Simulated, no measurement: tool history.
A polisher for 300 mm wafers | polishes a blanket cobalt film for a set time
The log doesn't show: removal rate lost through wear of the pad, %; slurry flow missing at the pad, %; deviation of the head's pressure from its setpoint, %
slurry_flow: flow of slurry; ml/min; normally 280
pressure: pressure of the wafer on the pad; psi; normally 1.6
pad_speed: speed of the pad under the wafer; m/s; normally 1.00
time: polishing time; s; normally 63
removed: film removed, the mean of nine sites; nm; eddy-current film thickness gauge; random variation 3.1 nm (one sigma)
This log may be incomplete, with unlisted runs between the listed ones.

| run | hour | slurry_flow | pressure | pad_speed | time | wafers since the last listed run | wafers polished on this pad | hours since the slurry nozzle was cleaned | hours since the head pressure was calibrated | incoming thickness of the incoming film, nm | removed |
|---|---|---|---|---|---|---|---|---|---|---|---|
| 1 | 0.0 | 280 | 1.6 | 1.00 | 63 | 0 | 835 | 166.1 | 626.6 | 720.5 | 243.6 |
| 2 | 8.8 | 280 | 1.6 | 1.00 | 63 | 91 | 927 | 174.9 | 635.4 | 723.6 | 244.1 |
| 3 | 26.0 | 280 | 1.6 | 1.00 | 63 | 179 | 1106 | 192.1 | 652.6 | 732.2 | 235.8 |
| 4 | 35.6 | 280 | 1.4 | 1.24 | 63 | 100 | 1207 | 201.7 | 662.2 | 733.7 | 255.4 |
|  | 43.5 | worn pad replaced by a new one |
| 5 | 48.3 | 280 | 1.4 | 1.24 | 63 | 90 | 49 | 214.4 | 674.9 | 728.7 | 235.9 |
| 6 | 66.0 | 280 | 1.4 | 1.24 | 63 | 184 | 234 | 232.1 | 692.6 | 705.6 | 229.9 |
| 7 | 80.3 | 280 | 1.6 | 1.00 | 63 | 149 | 383 | 246.4 | 706.9 | 726.2 | 223.7 |
| 8 | 89.8 | 280 | 1.6 | 1.00 | 63 | 99 | 483 | 255.9 | 716.4 | 708.6 | 221.8 |
| 9 | 98.3 | 280 | 1.6 | 1.00 | 63 | 88 | 571 | 264.4 | 724.9 | 718.4 | 216.9 |
| 10 | 106.4 | 280 | 1.6 | 1.00 | 63 | 84 | 656 | 272.5 | 733.0 | 719.7 | 220.9 |
| 11 | 112.5 | 280 | 1.6 | 1.00 | 63 | 63 | 720 | 278.6 | 739.1 | 705.1 | 219.7 |
| 12 | 125.2 | 280 | 1.3 | 1.00 | 75 | 132 | 852 | 291.3 | 751.8 | 721.9 | 210.6 |
| 13 | 136.5 | 280 | 1.3 | 1.00 | 75 | 118 | 970 | 302.6 | 763.1 | 720.7 | 209.0 |
| 14 | 145.4 | 370 | 1.6 | 1.22 | 63 | 92 | 1063 | 311.5 | 772.0 | 726.2 | 257.4 |
| 15 | 155.8 | 280 | 1.6 | 1.00 | 63 | 108 | 1172 | 321.9 | 782.4 | 719.7 | 215.8 |
|  | 161.4 | worn pad replaced by a new one, repeated, since the last time left the tool worse |
| 16 | 166.5 | 280 | 2.1 | 1.00 | 63 | 69 | 53 | 332.6 | 793.1 | 725.7 | 336.5 |
| 17 | 180.7 | 280 | 1.6 | 1.00 | 63 | 148 | 201 | 346.8 | 807.3 | 726.5 | 255.5 |
| 18 | 196.7 | 280 | 1.6 | 1.00 | 63 | 167 | 368 | 362.8 | 823.3 | 724.0 | 244.8 |
| 19 | 203.6 | 280 | 1.6 | 0.70 | 69 | 72 | 440 | 369.7 | 830.2 | 733.0 | 197.9 |
| 20 | 221.6 | 280 | 1.3 | 1.00 | 75 | 187 | 628 | 387.7 | 848.2 | 718.1 | 233.8 |
| 21 | 234.2 | 335 | 1.9 | 1.00 | 63 | 131 | 760 | 400.3 | 860.8 | 720.8 | 286.9 |
| 22 | 240.7 | 205 | 1.4 | 1.10 | 63 | 67 | 828 | 406.8 | 867.3 | 722.4 | 221.9 |
| 23 | 252.1 | 280 | 1.3 | 1.24 | 63 | 119 | 947 | 418.2 | 878.7 | 719.2 | 239.5 |
| 24 | 258.9 | 205 | 1.9 | 1.00 | 63 | 71 | 1018 | 425.0 | 885.5 | 724.1 | 276.5 |
| 25 | 276.2 | 195 | 1.1 | 0.84 | 80 | 180 | 1198 | 442.3 | 902.8 | 725.7 | 178.8 |
|  | 289.1 | worn pad replaced by a new one |
| 26 | 289.6 | 245 | 2.0 | 1.00 | 63 | 98 | 5 | 455.7 | 916.2 | 728.4 | 311.7 |
|  | 292.3 | slurry nozzle cleaned |
| 27 | 296.8 | 190 | 1.9 | 1.00 | 42 | 64 | 70 | 4.5 | 923.4 | 710.0 | 188.6 |
| 28 | 310.2 | 215 | 1.4 | 1.22 | 56 | 139 | 210 | 17.9 | 936.8 | 720.3 | 222.0 |
|  | 329.3 | head pressure recalibrated |
| 29 | 329.8 | 215 | 2.0 | 1.00 | 63 | 183 | 394 | 37.5 | 0.5 | 714.8 | 291.6 |
| 30 | 343.0 | 280 | 1.6 | 1.00 | 63 | 137 | 532 | 50.7 | 13.7 | 709.6 | 244.8 |
| 31 | 360.7 | 235 | 2.1 | 1.00 | 63 | 184 | 716 | 68.4 | 31.4 | 709.9 | 312.7 |
| 32 | 377.1 | 280 | 1.6 | 1.24 | 63 | 171 | 888 | 84.8 | 47.8 | 720.8 | 286.8 |
|  | 406.7 | worn pad replaced by a new one |
| 33 | 425.0 | 280 | 1.6 | 1.00 | 80 | 458 | 191 | 132.7 | 95.7 | 708.8 | 318.1 |
| 34 | 441.5 | 280 | 1.6 | 1.00 | 51 | 172 | 363 | 149.2 | 112.2 | 716.2 | 201.0 |
| 35 | 451.2 | 240 | 1.2 | 1.00 | 63 | 101 | 465 | 158.9 | 121.9 | 710.8 | 176.3 |
| 36 | 460.1 | 280 | 2.1 | 0.88 | 63 | 92 | 558 | 167.8 | 130.8 | 708.4 | 292.2 |

Describe how what the log doesn't record of the tool's condition differs between the last listed run preceding each entry between runs and the first listed run following it.
Logged between run 4 and run 5: worn pad replaced by a new one (hour 43.5)
  removal rate lost through wear of the pad, %: 5.78 -> 11.1
  measured minus no-state result, removed: -15.7 -> -29.4 nm
Logged between run 15 and run 16: worn pad replaced by a new one, repeated, since the last time left the tool worse (hour 161.4)
  removal rate lost through wear of the pad, %: 15.6 -> 0.706
  measured minus no-state result, removed: -39.8 -> -2.4 nm
Logged between run 25 and run 26: worn pad replaced by a new one (hour 289.1)
  removal rate lost through wear of the pad, %: 5.19 -> 0.27
  measured minus no-state result, removed: -9.8 -> -0.9 nm
Logged between run 26 and run 27: slurry nozzle cleaned (hour 292.3)
  removal rate lost through wear of the pad, %: 0.27 -> 1.15
  measured minus no-state result, removed: -0.9 -> -2.2 nm
Logged between run 28 and run 29: head pressure recalibrated (hour 329.3)
  removal rate lost through wear of the pad, %: 2.42 -> 3.66
  measured minus no-state result, removed: -5.5 -> -11.0 nm
Logged between run 32 and run 33: worn pad replaced by a new one (hour 406.7)
  removal rate lost through wear of the pad, %: 5.03 -> 2.19
  measured minus no-state result, removed: -15.2 -> -7.1 nm

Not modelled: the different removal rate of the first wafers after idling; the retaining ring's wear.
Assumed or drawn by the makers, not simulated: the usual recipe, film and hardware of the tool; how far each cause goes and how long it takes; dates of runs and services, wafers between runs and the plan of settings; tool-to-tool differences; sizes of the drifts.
